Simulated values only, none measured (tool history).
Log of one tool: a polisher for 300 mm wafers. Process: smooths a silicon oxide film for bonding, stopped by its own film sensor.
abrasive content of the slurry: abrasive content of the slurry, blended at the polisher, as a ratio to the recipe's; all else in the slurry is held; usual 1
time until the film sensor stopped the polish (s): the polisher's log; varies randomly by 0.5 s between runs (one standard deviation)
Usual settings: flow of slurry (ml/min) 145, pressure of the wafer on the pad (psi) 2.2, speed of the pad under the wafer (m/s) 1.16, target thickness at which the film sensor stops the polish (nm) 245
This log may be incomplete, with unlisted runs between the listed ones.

run	hour	flow of slurry (ml/min)	pressure of the wafer on the pad (psi)	speed of the pad under the wafer (m/s)	abrasive content of the slurry	target thickness at which the film sensor stops the polish (nm)	incoming thickness of the incoming film, nm	time until the film sensor stopped the polish (s)
1	0	145	2.2	1.16	1	245	298.2	59.4
2	39.7	145	2.2	1.16	1	245	302.6	64.7
3	113.5	145	2.2	1.16	1	245	298.9	60.2
# hour 128: worn pad replaced by a new one
4	158.4	145	2.2	1.16	1	245	297.4	59.4
# hour 195.5: slurry blender recalibrated
5	251.5	145	2.2	1.26	0.9	245	298.8	59
6	342.5	145	2.2	1.26	0.9	245	300.9	60.5
# hour 348.7: worn pad replaced by a new one
# hour 365.6: head pressure recalibrated
# hour 428.2: slurry blender recalibrated
7	448.7	145	2.2	1.16	1	245	303.1	64.8
8	556.6	145	2.2	1.16	1	245	300.1	61.6
# hour 571.6: worn pad replaced by a new one
9	640.5	145	2.2	0.86	1	245	299.9	76.8
# hour 695: slurry nozzle cleaned
# hour 721.5: slurry blender recalibrated
10	729.7	145	1.8	1.16	1	260	303.5	58.7
11	828	105	2.2	1.16	1	245	301.2	65

Run 12 has not been measured yet. What should we expect?
# hour 833.5: worn pad replaced by a new one
# hour 868.8: head pressure recalibrated
12	924.6	145	1.5	1.34	0.8	229	301.2	?

{"run 12": {"time until the film sensor stopped the polish (s)": 116.4}}
Minus the tool's unlogged condition, the same run would have read time until the film sensor stopped the polish (s) 116.4.
